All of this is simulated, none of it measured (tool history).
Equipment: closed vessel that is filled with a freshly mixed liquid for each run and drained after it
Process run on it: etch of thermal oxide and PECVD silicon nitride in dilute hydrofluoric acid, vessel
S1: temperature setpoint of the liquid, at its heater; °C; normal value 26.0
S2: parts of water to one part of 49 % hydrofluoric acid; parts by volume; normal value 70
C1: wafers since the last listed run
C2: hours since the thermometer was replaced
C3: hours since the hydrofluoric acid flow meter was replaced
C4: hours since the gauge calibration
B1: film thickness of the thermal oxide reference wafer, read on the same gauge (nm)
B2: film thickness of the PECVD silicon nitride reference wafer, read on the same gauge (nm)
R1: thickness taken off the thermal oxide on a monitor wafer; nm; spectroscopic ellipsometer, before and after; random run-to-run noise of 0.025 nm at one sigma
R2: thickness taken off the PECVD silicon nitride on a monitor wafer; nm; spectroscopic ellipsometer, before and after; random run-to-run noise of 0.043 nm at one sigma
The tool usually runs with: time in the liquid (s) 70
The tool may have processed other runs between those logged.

{"run": 1, "hour": 0.0, "S1": 26.0, "S2": 70, "time in the liquid (s)": 50, "C1": 0, "C2": 2372.8, "C3": 682.9, "C4": 1894.5, "B1": 139.96, "B2": 119.994, "R1": 3.67, "R2": 2.891}
{"run": 2, "hour": 73.9, "S1": 29.0, "S2": 70, "time in the liquid (s)": 55, "C1": 4780, "C2": 2446.7, "C3": 756.8, "C4": 1968.4, "B1": 139.97, "B2": 120.039, "R1": 4.5, "R2": 3.831}
{"run": 3, "hour": 181.8, "S1": 29.0, "S2": 70, "time in the liquid (s)": 55, "C1": 6980, "C2": 2554.6, "C3": 864.7, "C4": 2076.3, "B1": 140.0, "B2": 120.034, "R1": 4.5, "R2": 3.839}
{"hour": 201.9, "done": "thermometer replaced"}
{"run": 4, "hour": 222.4, "S1": 30.0, "S2": 45, "time in the liquid (s)": 70, "C1": 2561, "C2": 20.5, "C3": 905.3, "C4": 2116.9, "B1": 140.04, "B2": 119.956, "R1": 9.91, "R2": 8.475}
{"run": 5, "hour": 262.6, "S1": 30.0, "S2": 45, "time in the liquid (s)": 70, "C1": 2600, "C2": 60.7, "C3": 945.5, "C4": 2157.1, "B1": 139.99, "B2": 120.037, "R1": 9.85, "R2": 8.414}
{"run": 6, "hour": 301.2, "S1": 26.0, "S2": 70, "time in the liquid (s)": 70, "C1": 2497, "C2": 99.3, "C3": 984.1, "C4": 2195.7, "B1": 139.97, "B2": 119.982, "R1": 5.19, "R2": 4.132}
{"run": 7, "hour": 375.3, "S1": 26.0, "S2": 70, "time in the liquid (s)": 70, "C1": 4793, "C2": 173.4, "C3": 1058.2, "C4": 2269.8, "B1": 140.01, "B2": 119.994, "R1": 5.19, "R2": 4.117}
{"run": 8, "hour": 420.5, "S1": 26.0, "S2": 100, "time in the liquid (s)": 70, "C1": 2924, "C2": 218.6, "C3": 1103.4, "C4": 2315.0, "B1": 140.0, "B2": 119.982, "R1": 3.48, "R2": 2.851}
{"hour": 448.8, "done": "hydrofluoric acid flow meter replaced"}
{"run": 9, "hour": 510.9, "S1": 30.5, "S2": 85, "time in the liquid (s)": 55, "C1": 5783, "C2": 309.0, "C3": 62.1, "C4": 2405.4, "B1": 140.03, "B2": 119.961, "R1": 4.08, "R2": 3.747}
{"run": 10, "hour": 560.7, "S1": 26.0, "S2": 55, "time in the liquid (s)": 40, "C1": 3221, "C2": 358.8, "C3": 111.9, "C4": 2455.2, "B1": 139.96, "B2": 120.011, "R1": 4.04, "R2": 3.189}
{"run": 11, "hour": 645.9, "S1": 29.0, "S2": 55, "time in the liquid (s)": 35, "C1": 5511, "C2": 444.0, "C3": 197.1, "C4": 2540.4, "B1": 139.98, "B2": 120.003, "R1": 3.96, "R2": 3.337}
{"run": 12, "hour": 686.9, "S1": 23.0, "S2": 80, "time in the liquid (s)": 35, "C1": 2652, "C2": 485.0, "C3": 238.1, "C4": 2581.4, "B1": 139.99, "B2": 119.944, "R1": 2.06, "R2": 1.543}
{"run": 13, "hour": 735.0, "S1": 26.0, "S2": 70, "time in the liquid (s)": 70, "C1": 3111, "C2": 533.1, "C3": 286.2, "C4": 2629.5, "B1": 139.99, "B2": 119.979, "R1": 5.32, "R2": 4.272}
{"run": 14, "hour": 817.7, "S1": 23.5, "S2": 90, "time in the liquid (s)": 95, "C1": 5350, "C2": 615.8, "C3": 368.9, "C4": 2712.2, "B1": 140.0, "B2": 119.996, "R1": 4.96, "R2": 3.747}
{"run": 15, "hour": 856.5, "S1": 22.5, "S2": 70, "time in the liquid (s)": 70, "C1": 2510, "C2": 654.6, "C3": 407.7, "C4": 2751.0, "B1": 139.99, "B2": 120.015, "R1": 4.64, "R2": 3.269}
{"hour": 904.2, "done": "gauge calibrated"}
{"run": 16, "hour": 951.1, "S1": 22.5, "S2": 45, "time in the liquid (s)": 90, "C1": 6119, "C2": 749.2, "C3": 502.3, "C4": 46.9, "B1": 139.98, "B2": 119.976, "R1": 9.6, "R2": 6.501}
{"run": 17, "hour": 1037.9, "S1": 24.5, "S2": 70, "time in the liquid (s)": 105, "C1": 5615, "C2": 836.0, "C3": 589.1, "C4": 133.7, "B1": 140.01, "B2": 120.01, "R1": 7.48, "R2": 5.676}
{"run": 18, "hour": 1136.0, "S1": 26.0, "S2": 70, "time in the liquid (s)": 70, "C1": 6346, "C2": 934.1, "C3": 687.2, "C4": 231.8, "B1": 140.05, "B2": 120.012, "R1": 5.3, "R2": 4.217}
{"run": 19, "hour": 1184.3, "S1": 26.0, "S2": 70, "time in the liquid (s)": 50, "C1": 3124, "C2": 982.4, "C3": 735.5, "C4": 280.1, "B1": 140.02, "B2": 119.962, "R1": 3.76, "R2": 2.945}
{"run": 20, "hour": 1277.5, "S1": 24.0, "S2": 40, "time in the liquid (s)": 100, "C1": 6029, "C2": 1075.6, "C3": 828.7, "C4": 373.3, "B1": 140.01, "B2": 120.013, "R1": 12.54, "R2": 9.047}
{"run": 21, "hour": 1348.4, "S1": 29.5, "S2": 70, "time in the liquid (s)": 70, "C1": 4586, "C2": 1146.5, "C3": 899.6, "C4": 444.2, "B1": 140.02, "B2": 120.016, "R1": 5.97, "R2": 5.168}
{"run": 22, "hour": 1405.9, "S1": 26.0, "S2": 100, "time in the liquid (s)": 70, "C1": 3719, "C2": 1204.0, "C3": 957.1, "C4": 501.7, "B1": 139.97, "B2": 119.968, "R1": 3.49, "R2": 2.861}
{"run": 23, "hour": 1505.9, "S1": 28.5, "S2": 50, "time in the liquid (s)": 30, "C1": 6469, "C2": 1304.0, "C3": 1057.1, "C4": 601.7, "B1": 140.0, "B2": 120.016, "R1": 3.53, "R2": 2.911}
{"run": 24, "hour": 1564.8, "S1": 26.0, "S2": 95, "time in the liquid (s)": 45, "C1": 3810, "C2": 1362.9, "C3": 1116.0, "C4": 660.6, "B1": 139.99, "B2": 119.988, "R1": 2.35, "R2": 1.937}

5 ways to go on from here, each from the tool as it stands after run 24. What would each give?
{"run": "A", "hour": 1565.5, "S1": 26.0, "S2": 70, "time in the liquid (s)": 45, "C1": 45, "C2": 1363.6, "C3": 1116.7, "C4": 661.3, "B1": "?", "B2": "?", "R1": "?", "R2": "?"}
{"run": "B", "hour": 1565.5, "S1": 24.0, "S2": 80, "time in the liquid (s)": 95, "C1": 45, "C2": 1363.6, "C3": 1116.7, "C4": 661.3, "B1": "?", "B2": "?", "R1": "?", "R2": "?"}
{"run": "C", "hour": 1565.5, "S1": 26.0, "S2": 95, "time in the liquid (s)": 70, "C1": 45, "C2": 1363.6, "C3": 1116.7, "C4": 661.3, "B1": "?", "B2": "?", "R1": "?", "R2": "?"}
{"run": "D", "hour": 1565.5, "S1": 26.0, "S2": 70, "time in the liquid (s)": 55, "C1": 45, "C2": 1363.6, "C3": 1116.7, "C4": 661.3, "B1": "?", "B2": "?", "R1": "?", "R2": "?"}
{"run": "E", "hour": 1565.5, "S1": 22.0, "S2": 60, "time in the liquid (s)": 50, "C1": 45, "C2": 1363.6, "C3": 1116.7, "C4": 661.3, "B1": "?", "B2": "?", "R1": "?", "R2": "?"}

run=A B1=140.02 B2=119.980 R1=3.30 R2=2.612
run=B B1=140.02 B2=119.980 R1=5.56 R2=4.234
run=C B1=140.02 B2=119.980 R1=3.66 R2=3.003
run=D B1=140.02 B2=119.980 R1=4.04 R2=3.192
run=E B1=140.02 B2=119.980 R1=3.69 R2=2.582
Without the tool's unlogged condition, the same runs would have read:
run=A R1=3.53 R2=2.807
run=B R1=5.95 R2=4.550
run=C R1=3.92 R2=3.226
run=D R1=4.32 R2=3.430
run=E R1=3.94 R2=2.776
